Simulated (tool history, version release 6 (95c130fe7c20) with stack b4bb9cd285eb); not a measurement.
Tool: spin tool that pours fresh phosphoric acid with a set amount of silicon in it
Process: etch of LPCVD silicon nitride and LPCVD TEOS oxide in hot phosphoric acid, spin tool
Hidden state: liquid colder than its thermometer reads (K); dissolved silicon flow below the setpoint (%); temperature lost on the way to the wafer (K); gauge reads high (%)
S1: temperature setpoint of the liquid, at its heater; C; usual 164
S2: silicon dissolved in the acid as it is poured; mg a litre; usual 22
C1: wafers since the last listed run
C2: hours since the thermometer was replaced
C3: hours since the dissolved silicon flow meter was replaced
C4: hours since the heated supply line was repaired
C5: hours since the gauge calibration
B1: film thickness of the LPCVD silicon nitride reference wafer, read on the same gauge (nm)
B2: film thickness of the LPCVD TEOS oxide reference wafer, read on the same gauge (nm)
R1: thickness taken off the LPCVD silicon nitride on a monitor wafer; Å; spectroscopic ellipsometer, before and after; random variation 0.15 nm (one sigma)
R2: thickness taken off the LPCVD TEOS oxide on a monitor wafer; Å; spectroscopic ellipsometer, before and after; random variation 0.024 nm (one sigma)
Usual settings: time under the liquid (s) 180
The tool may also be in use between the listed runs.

{"run": 1, "hour": 0.0, "S1": 164, "S2": 22, "time under the liquid (s)": 180, "C1": 0, "C2": 1291.4, "C3": 230.7, "C4": 83.4, "C5": 135.3, "B1": 70.01, "B2": 149.995, "R1": 166.7, "R2": 5.49}
{"hour": 22.1, "done": "thermometer replaced"}
{"run": 2, "hour": 58.7, "S1": 162, "S2": 37.5, "time under the liquid (s)": 275, "C1": 489, "C2": 36.6, "C3": 289.4, "C4": 142.1, "C5": 194, "B1": 70, "B2": 149.957, "R1": 252.1, "R2": 4.04}
{"run": 3, "hour": 198.4, "S1": 164, "S2": 31, "time under the liquid (s)": 180, "C1": 1185, "C2": 176.3, "C3": 429.1, "C4": 281.8, "C5": 333.7, "B1": 69.98, "B2": 150.03, "R1": 175.3, "R2": 4.72}
{"run": 4, "hour": 253.6, "S1": 164, "S2": 13, "time under the liquid (s)": 135, "C1": 468, "C2": 231.5, "C3": 484.3, "C4": 337, "C5": 388.9, "B1": 70.03, "B2": 149.954, "R1": 131.2, "R2": 5.53}
{"run": 5, "hour": 304.6, "S1": 162.5, "S2": 37, "time under the liquid (s)": 245, "C1": 432, "C2": 282.5, "C3": 535.3, "C4": 388, "C5": 439.9, "B1": 69.99, "B2": 149.984, "R1": 225.8, "R2": 3.86}
{"run": 6, "hour": 346.8, "S1": 163, "S2": 22, "time under the liquid (s)": 180, "C1": 358, "C2": 324.7, "C3": 577.5, "C4": 430.2, "C5": 482.1, "B1": 69.96, "B2": 150.071, "R1": 170.1, "R2": 5.52}
{"run": 7, "hour": 393.2, "S1": 163, "S2": 22, "time under the liquid (s)": 105, "C1": 393, "C2": 371.1, "C3": 623.9, "C4": 476.6, "C5": 528.5, "B1": 69.98, "B2": 150.008, "R1": 97.6, "R2": 3.36}
{"run": 8, "hour": 454.6, "S1": 164, "S2": 22, "time under the liquid (s)": 180, "C1": 520, "C2": 432.5, "C3": 685.3, "C4": 538, "C5": 589.9, "B1": 70, "B2": 150.01, "R1": 174.1, "R2": 5.93}
{"run": 9, "hour": 525.8, "S1": 164, "S2": 22, "time under the liquid (s)": 180, "C1": 604, "C2": 503.7, "C3": 756.5, "C4": 609.2, "C5": 661.1, "B1": 70, "B2": 149.979, "R1": 176.2, "R2": 6.06}
{"run": 10, "hour": 580.5, "S1": 164, "S2": 22, "time under the liquid (s)": 180, "C1": 464, "C2": 558.4, "C3": 811.2, "C4": 663.9, "C5": 715.8, "B1": 70, "B2": 149.997, "R1": 171, "R2": 5.87}
{"run": 11, "hour": 636.9, "S1": 166.5, "S2": 38, "time under the liquid (s)": 100, "C1": 478, "C2": 614.8, "C3": 867.6, "C4": 720.3, "C5": 772.2, "B1": 70.03, "B2": 150.002, "R1": 104.7, "R2": 1.83}
{"run": 12, "hour": 704.4, "S1": 166.5, "S2": 10.5, "time under the liquid (s)": 235, "C1": 572, "C2": 682.3, "C3": 935.1, "C4": 787.8, "C5": 839.7, "B1": 70.03, "B2": 150.027, "R1": 244.4, "R2": 11.89}
{"run": 13, "hour": 754.6, "S1": 164, "S2": 22, "time under the liquid (s)": 80, "C1": 425, "C2": 732.5, "C3": 985.3, "C4": 838, "C5": 889.9, "B1": 70.02, "B2": 150.032, "R1": 76.1, "R2": 2.59}
{"run": 14, "hour": 785.5, "S1": 161, "S2": 22, "time under the liquid (s)": 180, "C1": 262, "C2": 763.4, "C3": 1016.2, "C4": 868.9, "C5": 920.8, "B1": 69.97, "B2": 150.003, "R1": 157.1, "R2": 4.85}
{"run": 15, "hour": 816.1, "S1": 164, "S2": 22, "time under the liquid (s)": 180, "C1": 259, "C2": 794, "C3": 1046.8, "C4": 899.5, "C5": 951.4, "B1": 70.01, "B2": 150.033, "R1": 173.2, "R2": 5.66}
{"run": 16, "hour": 869.2, "S1": 164, "S2": 22, "time under the liquid (s)": 180, "C1": 450, "C2": 847.1, "C3": 1099.9, "C4": 952.6, "C5": 1004.5, "B1": 69.99, "B2": 150.056, "R1": 169.7, "R2": 5.54}
{"hour": 880.6, "done": "heated supply line repaired"}
{"run": 17, "hour": 906.6, "S1": 161, "S2": 22, "time under the liquid (s)": 100, "C1": 308, "C2": 884.5, "C3": 1137.3, "C4": 26, "C5": 1041.9, "B1": 70, "B2": 150.023, "R1": 87, "R2": 2.41}
{"run": 18, "hour": 943.3, "S1": 164, "S2": 22, "time under the liquid (s)": 180, "C1": 311, "C2": 921.2, "C3": 1174, "C4": 62.7, "C5": 1078.6, "B1": 70, "B2": 149.995, "R1": 172.1, "R2": 5.8}
{"run": 19, "hour": 975.1, "S1": 164, "S2": 22, "time under the liquid (s)": 270, "C1": 269, "C2": 953, "C3": 1205.8, "C4": 94.5, "C5": 1110.4, "B1": 69.98, "B2": 149.971, "R1": 255.4, "R2": 8.45}
{"run": 20, "hour": 1018.5, "S1": 164, "S2": 22, "time under the liquid (s)": 180, "C1": 368, "C2": 996.4, "C3": 1249.2, "C4": 137.9, "C5": 1153.8, "B1": 70.02, "B2": 149.993, "R1": 170.4, "R2": 5.36}
{"run": 21, "hour": 1079.7, "S1": 165.5, "S2": 22, "time under the liquid (s)": 90, "C1": 519, "C2": 1057.6, "C3": 1310.4, "C4": 199.1, "C5": 1215, "B1": 70, "B2": 150.019, "R1": 89.1, "R2": 3.01}
{"run": 22, "hour": 1137.4, "S1": 162, "S2": 22, "time under the liquid (s)": 135, "C1": 489, "C2": 1115.3, "C3": 1368.1, "C4": 256.8, "C5": 1272.7, "B1": 70, "B2": 149.973, "R1": 119.2, "R2": 3.55}

Forecast each of these 4 alternatives for the next run:
{"run": "A", "hour": 1137.9, "S1": 164, "S2": 38.5, "time under the liquid (s)": 180, "C1": 4, "C2": 1115.8, "C3": 1368.6, "C4": 257.3, "C5": 1273.2, "B1": "?", "B2": "?", "R1": "?", "R2": "?"}
{"run": "B", "hour": 1137.9, "S1": 166.5, "S2": 29.5, "time under the liquid (s)": 110, "C1": 4, "C2": 1115.8, "C3": 1368.6, "C4": 257.3, "C5": 1273.2, "B1": "?", "B2": "?", "R1": "?", "R2": "?"}
{"run": "C", "hour": 1137.9, "S1": 164, "S2": 11.5, "time under the liquid (s)": 180, "C1": 4, "C2": 1115.8, "C3": 1368.6, "C4": 257.3, "C5": 1273.2, "B1": "?", "B2": "?", "R1": "?", "R2": "?"}
{"run": "D", "hour": 1137.9, "S1": 165.5, "S2": 35.5, "time under the liquid (s)": 245, "C1": 4, "C2": 1115.8, "C3": 1368.6, "C4": 257.3, "C5": 1273.2, "B1": "?", "B2": "?", "R1": "?", "R2": "?"}

run=A B1=69.99 B2=150.009 R1=167.7 R2=2.48
run=B B1=69.99 B2=150.009 R1=111.3 R2=2.81
run=C B1=69.99 B2=150.009 R1=167.7 R2=6.54
run=D B1=69.99 B2=150.009 R1=239.8 R2=4.45
Without the tool's hidden state the same runs would have given:
run=A R1=175.1 R2=2.73
run=B R1=116.2 R2=3.09
run=C R1=175.1 R2=7.2
run=D R1=250.4 R2=4.9

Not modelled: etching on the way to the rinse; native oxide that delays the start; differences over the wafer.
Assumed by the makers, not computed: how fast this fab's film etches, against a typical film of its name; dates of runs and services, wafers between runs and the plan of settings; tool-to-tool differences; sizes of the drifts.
